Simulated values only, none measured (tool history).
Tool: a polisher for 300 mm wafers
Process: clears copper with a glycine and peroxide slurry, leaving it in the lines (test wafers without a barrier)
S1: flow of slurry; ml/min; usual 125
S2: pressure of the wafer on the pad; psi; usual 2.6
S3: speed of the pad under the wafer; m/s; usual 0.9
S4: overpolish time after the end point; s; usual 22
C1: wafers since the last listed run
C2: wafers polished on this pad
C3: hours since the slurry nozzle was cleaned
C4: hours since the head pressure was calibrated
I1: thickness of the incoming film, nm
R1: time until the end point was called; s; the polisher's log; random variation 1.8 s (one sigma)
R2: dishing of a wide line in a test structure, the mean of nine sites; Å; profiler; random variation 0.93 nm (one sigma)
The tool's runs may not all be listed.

| run | hour | S1 | S2 | S3 | S4 | C1 | C2 | C3 | C4 | I1 | R1 | R2 |
|---|---|---|---|---|---|---|---|---|---|---|---|---|
| 1 | 0 | 125 | 2.6 | 0.9 | 22 | 0 | 577 | 20.9 | 1022.3 | 573.9 | 135.7 | 433 |
| 2 | 40.6 | 125 | 2.6 | 0.9 | 22 | 315 | 892 | 61.5 | 1062.9 | 569.6 | 140 | 449 |
| 3 | 93.3 | 125 | 2.6 | 0.9 | 22 | 409 | 1301 | 114.2 | 1115.6 | 573.5 | 138.6 | 431 |
| 4 | 147.6 | 125 | 2.6 | 0.9 | 22 | 421 | 1723 | 168.5 | 1169.9 | 567.1 | 136.5 | 442 |
|  | 190.7 | worn pad replaced by a new one |
| 5 | 203.9 | 105 | 2.6 | 1.08 | 22 | 406 | 102 | 224.8 | 1226.2 | 584.2 | 124.1 | 467 |
| 6 | 286.1 | 100 | 2.6 | 0.9 | 22 | 638 | 740 | 307 | 1308.4 | 581.7 | 142.9 | 404 |
| 7 | 375 | 100 | 2.6 | 0.9 | 22 | 690 | 1430 | 395.9 | 1397.3 | 569 | 138.3 | 417 |
|  | 422.6 | slurry nozzle cleaned |
|  | 442.7 | worn pad replaced by a new one |
| 8 | 610 | 125 | 3.2 | 0.9 | 22 | 1785 | 1298 | 187.4 | 1632.3 | 585 | 114.6 | 503 |
|  | 633 | head pressure recalibrated |
|  | 681.5 | worn pad replaced by a new one |
| 9 | 709 | 125 | 3.2 | 0.9 | 22 | 722 | 213 | 286.4 | 76 | 578 | 118.5 | 465 |
|  | 790.1 | slurry nozzle cleaned |
| 10 | 812.2 | 160 | 2.6 | 0.9 | 28 | 793 | 1006 | 22.1 | 179.2 | 565.4 | 133.7 | 484 |
| 11 | 865.7 | 85 | 2.1 | 0.9 | 22 | 415 | 1422 | 75.6 | 232.7 | 581.4 | 186.4 | 372 |
|  | 920.1 | worn pad replaced by a new one |
| 12 | 942.3 | 125 | 2.6 | 0.9 | 14 | 563 | 172 | 152.2 | 309.3 | 580.1 | 142.4 | 323 |
| 13 | 1004.2 | 125 | 2.6 | 0.9 | 22 | 480 | 652 | 214.1 | 371.2 | 578 | 144 | 404 |
| 14 | 1080.9 | 125 | 2.6 | 0.9 | 16 | 595 | 1248 | 290.8 | 447.9 | 576.7 | 143 | 367 |
| 15 | 1162 | 125 | 1.8 | 0.9 | 33 | 629 | 1878 | 371.9 | 529 | 571.5 | 187.9 | 459 |
|  | 1217.2 | worn pad replaced by a new one |
| 16 | 1232 | 125 | 2.6 | 0.98 | 35 | 512 | 114 | 441.9 | 599 | 575.4 | 129.8 | 561 |
|  | 1260.1 | slurry nozzle cleaned |
| 17 | 1276.5 | 105 | 2.6 | 0.7 | 19 | 337 | 452 | 16.4 | 643.5 | 575.8 | 170.7 | 350 |
| 18 | 1344.3 | 125 | 2.6 | 0.9 | 10 | 526 | 978 | 84.2 | 711.3 | 574.8 | 138.4 | 249 |

Measured less the same run without the tool's hidden state. The same run-to-run variation is in both; the gauge's scatter may not be:
The hidden state here: removal rate lost through wear of the pad, %; slurry flow missing at the pad, %; deviation of the head's pressure from its setpoint, %.
| run | R1 | R2 |
|---|---|---|
| 1 | -3.4 | +7 |
| 2 | -3.9 | +7 |
| 3 | -4.3 | +8 |
| 4 | -4.8 | +9 |
| 5 | -5 | +10 |
| 6 | -6.5 | +11 |
| 7 | -7.4 | +13 |
| 8 | -8.9 | +19 |
| 9 | +0.2 | -1 |
| 10 | +0.1 | +0 |
| 11 | +0.1 | +0 |
| 12 | -0.2 | +0 |
| 13 | -0.3 | +1 |
| 14 | -0.6 | +1 |
| 15 | -1.1 | +1 |
| 16 | -1.2 | +2 |
| 17 | -1.8 | +3 |
| 18 | -1.9 | +3 |
